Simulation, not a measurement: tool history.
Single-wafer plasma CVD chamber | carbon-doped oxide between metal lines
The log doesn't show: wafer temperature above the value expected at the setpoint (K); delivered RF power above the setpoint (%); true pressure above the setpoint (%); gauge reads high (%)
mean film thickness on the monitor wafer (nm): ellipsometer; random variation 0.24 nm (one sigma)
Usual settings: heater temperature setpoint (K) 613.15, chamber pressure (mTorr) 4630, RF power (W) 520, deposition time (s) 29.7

run,day,heater temperature setpoint (K),chamber pressure (mTorr),RF power (W),deposition time (s),wafers since the last listed run,hours since the last thermocouple change,hours since the last RF generator calibration,hours since the last manometer calibration,hours since the showerhead was replaced,hours since the gauge calibration,"read-back reference wafer on the same gauge, thickness_nm",mean film thickness on the monitor wafer (nm)
1,0.000,613.15,4630,520,29.7,0,1137.1,2183.2,1296.1,3966.6,203.8,137.042,139.527
2,0.942,613.15,4630,520,29.7,563,1159.7,2205.8,1318.7,3989.2,226.4,137.016,139.095
3,2.354,613.15,4630,520,29.7,844,1193.6,2239.7,1352.6,4023.1,260.3,137.020,139.576
4,3.612,613.15,4630,520,29.7,752,1223.8,2269.9,1382.8,4053.3,290.5,136.997,138.917
5,4.612,613.15,4630,520,29.7,598,1247.8,2293.9,1406.8,4077.3,314.5,136.971,139.584
6,5.712,613.15,4630,520,29.7,657,1274.2,2320.3,1433.2,4103.7,340.9,137.000,138.589
7,6.788,613.15,4630,520,29.7,642,1300.0,2346.1,1459.0,4129.5,366.7,137.014,139.037
8,8.171,613.15,4630,520,29.7,827,1333.2,2379.3,1492.2,4162.7,399.9,137.004,138.566
9,9.017,613.15,4630,520,29.7,505,1353.5,2399.6,1512.5,4183.0,420.2,136.969,138.645
# day 9.329: gauge calibrated
10,10.304,613.15,4630,520,29.7,769,1384.4,2430.5,1543.4,4213.9,23.4,136.926,138.520
11,11.212,613.15,4630,520,29.7,543,1406.2,2452.3,1565.2,4235.7,45.2,136.968,138.797
12,12.508,613.15,4630,520,29.7,774,1437.3,2483.4,1596.3,4266.8,76.3,137.011,138.740
# day 12.962: capacitance manometer re-zeroed and calibrated
13,15.621,605.15,4630,520,29.7,1661,1512.0,2558.1,63.8,4341.5,151.0,136.998,142.782
# day 16.117: RF generator calibrated
# day 16.562: showerhead replaced
14,16.583,620.15,4630,520,29.7,176,1535.1,11.2,86.9,0.5,174.1,137.007,140.509
15,17.862,628.15,3470,485,32.6,764,1565.8,41.9,117.6,31.2,204.8,137.116,137.133
16,18.908,613.15,4630,520,29.7,625,1590.9,67.0,142.7,56.3,229.9,136.975,143.808
# day 19.354: thermocouple changed; heater temperature recalibrated
17,20.179,613.15,5780,520,29.7,560,19.8,97.5,173.2,86.8,260.4,137.011,150.445
18,21.017,603.15,4630,555,29.7,500,39.9,117.6,193.3,106.9,280.5,137.020,158.027
19,22.421,626.15,4630,595,29.7,839,73.6,151.3,227.0,140.6,314.2,136.918,153.275
20,23.425,613.15,4630,520,29.7,600,97.7,175.4,251.1,164.7,338.3,136.921,145.215
21,24.433,609.15,4630,520,29.7,602,121.9,199.6,275.3,188.9,362.5,137.060,147.012

3 ways to go on from here, each from the tool as it stands after run 21. What would each give?
A,24.450,613.15,4630,520,27.2,9,122.3,200.0,275.7,189.3,362.9,?,?
B,24.450,609.15,3750,555,35.3,9,122.3,200.0,275.7,189.3,362.9,?,?
C,24.450,606.15,4630,475,34.4,9,122.3,200.0,275.7,189.3,362.9,?,?

run,"read-back reference wafer on the same gauge, thickness_nm",mean film thickness on the monitor wafer (nm)
A,137.052,133.046
B,137.052,177.560
C,137.052,160.456
Without the tool's hidden state the same runs would have given:
run,mean film thickness on the monitor wafer (nm)
A,135.114
B,180.375
C,163.082

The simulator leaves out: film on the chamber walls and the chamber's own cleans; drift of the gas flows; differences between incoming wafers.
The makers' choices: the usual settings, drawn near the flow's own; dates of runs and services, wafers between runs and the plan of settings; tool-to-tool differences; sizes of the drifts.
